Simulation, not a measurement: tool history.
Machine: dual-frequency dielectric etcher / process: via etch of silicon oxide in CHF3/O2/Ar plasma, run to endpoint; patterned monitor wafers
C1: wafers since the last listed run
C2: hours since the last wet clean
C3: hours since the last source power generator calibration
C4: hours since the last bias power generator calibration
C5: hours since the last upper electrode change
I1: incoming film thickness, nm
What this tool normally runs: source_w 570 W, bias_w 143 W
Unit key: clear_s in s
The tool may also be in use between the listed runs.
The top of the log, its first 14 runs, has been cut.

{"run": 15, "hour": 382.5, "source_w": 570, "bias_w": 143, "C1": 44, "C2": 279.1, "C3": 3044.4, "C4": 60.1, "C5": 276.3, "I1": 772.1, "clear_s": 449.4}
{"run": 16, "hour": 417.2, "source_w": 680, "bias_w": 143, "C1": 97, "C2": 313.8, "C3": 3079.1, "C4": 94.8, "C5": 311, "I1": 769.3, "clear_s": 416.5}
{"hour": 430.7, "done": "source power generator calibrated"}
{"run": 17, "hour": 441.6, "source_w": 680, "bias_w": 121, "C1": 57, "C2": 338.2, "C3": 10.9, "C4": 119.2, "C5": 335.4, "I1": 766.8, "clear_s": 441.1}
{"run": 18, "hour": 460.9, "source_w": 700, "bias_w": 110, "C1": 54, "C2": 357.5, "C3": 30.2, "C4": 138.5, "C5": 354.7, "I1": 770.1, "clear_s": 442.1}
{"run": 19, "hour": 494.4, "source_w": 570, "bias_w": 171, "C1": 93, "C2": 391, "C3": 63.7, "C4": 172, "C5": 388.2, "I1": 763.4, "clear_s": 431.1}
{"run": 20, "hour": 522.7, "source_w": 570, "bias_w": 158, "C1": 79, "C2": 419.3, "C3": 92, "C4": 200.3, "C5": 416.5, "I1": 775.9, "clear_s": 445.5}
{"run": 21, "hour": 540.9, "source_w": 570, "bias_w": 160, "C1": 51, "C2": 437.5, "C3": 110.2, "C4": 218.5, "C5": 434.7, "I1": 769.5, "clear_s": 444.7}
{"run": 22, "hour": 574.8, "source_w": 470, "bias_w": 157, "C1": 95, "C2": 471.4, "C3": 144.1, "C4": 252.4, "C5": 468.6, "I1": 774.1, "clear_s": 481.4}
{"hour": 611.7, "done": "wet clean of the chamber"}
{"run": 23, "hour": 612.2, "source_w": 670, "bias_w": 168, "C1": 37, "C2": 0.5, "C3": 181.5, "C4": 289.8, "C5": 506, "I1": 771.3, "clear_s": 400.7}
{"run": 24, "hour": 627.3, "source_w": 620, "bias_w": 143, "C1": 42, "C2": 15.6, "C3": 196.6, "C4": 304.9, "C5": 521.1, "I1": 771.2, "clear_s": 425.2}
{"run": 25, "hour": 648.5, "source_w": 510, "bias_w": 143, "C1": 59, "C2": 36.8, "C3": 217.8, "C4": 326.1, "C5": 542.3, "I1": 774.1, "clear_s": 458.5}
{"run": 26, "hour": 666.1, "source_w": 460, "bias_w": 171, "C1": 49, "C2": 54.4, "C3": 235.4, "C4": 343.7, "C5": 559.9, "I1": 769.6, "clear_s": 446.8}
{"run": 27, "hour": 687.3, "source_w": 620, "bias_w": 171, "C1": 59, "C2": 75.6, "C3": 256.6, "C4": 364.9, "C5": 581.1, "I1": 766.4, "clear_s": 408.8}
{"run": 28, "hour": 721.3, "source_w": 460, "bias_w": 107, "C1": 95, "C2": 109.6, "C3": 290.6, "C4": 398.9, "C5": 615.1, "I1": 766.7, "clear_s": 506.4}
{"run": 29, "hour": 755.5, "source_w": 570, "bias_w": 134, "C1": 95, "C2": 143.8, "C3": 324.8, "C4": 433.1, "C5": 649.3, "I1": 780.2, "clear_s": 457.8}
{"run": 30, "hour": 774.2, "source_w": 710, "bias_w": 112, "C1": 52, "C2": 162.5, "C3": 343.5, "C4": 451.8, "C5": 668, "I1": 765.7, "clear_s": 430.3}
{"run": 31, "hour": 805.9, "source_w": 650, "bias_w": 122, "C1": 88, "C2": 194.2, "C3": 375.2, "C4": 483.5, "C5": 699.7, "I1": 773.4, "clear_s": 442.1}
{"run": 32, "hour": 825.1, "source_w": 460, "bias_w": 143, "C1": 53, "C2": 213.4, "C3": 394.4, "C4": 502.7, "C5": 718.9, "I1": 772.1, "clear_s": 477.4}
{"run": 33, "hour": 846.3, "source_w": 570, "bias_w": 143, "C1": 59, "C2": 234.6, "C3": 415.6, "C4": 523.9, "C5": 740.1, "I1": 778.3, "clear_s": 456}
{"run": 34, "hour": 881.9, "source_w": 620, "bias_w": 115, "C1": 99, "C2": 270.2, "C3": 451.2, "C4": 559.5, "C5": 775.7, "I1": 764.7, "clear_s": 451.8}
{"run": 35, "hour": 913.5, "source_w": 670, "bias_w": 130, "C1": 88, "C2": 301.8, "C3": 482.8, "C4": 591.1, "C5": 807.3, "I1": 762.5, "clear_s": 429.7}

4 ways to go on from here, each from the tool as it stands after run 35. What would each give?
{"run": "A", "hour": 914.0, "source_w": 570, "bias_w": 143, "C1": 1, "C2": 302.3, "C3": 483.3, "C4": 591.6, "C5": 807.8, "I1": 768.1, "clear_s": "?"}
{"run": "B", "hour": 914.0, "source_w": 630, "bias_w": 143, "C1": 1, "C2": 302.3, "C3": 483.3, "C4": 591.6, "C5": 807.8, "I1": 768.1, "clear_s": "?"}
{"run": "C", "hour": 914.0, "source_w": 480, "bias_w": 143, "C1": 1, "C2": 302.3, "C3": 483.3, "C4": 591.6, "C5": 807.8, "I1": 768.1, "clear_s": "?"}
{"run": "D", "hour": 914.0, "source_w": 690, "bias_w": 143, "C1": 1, "C2": 302.3, "C3": 483.3, "C4": 591.6, "C5": 807.8, "I1": 768.1, "clear_s": "?"}

run=A clear_s=447.7
run=B clear_s=433.1
run=C clear_s=473.5
run=D clear_s=419.9
Without the tool's hidden state the same runs would have given:
run=A clear_s=436.3
run=B clear_s=422
run=C clear_s=461.5
run=D clear_s=409.2
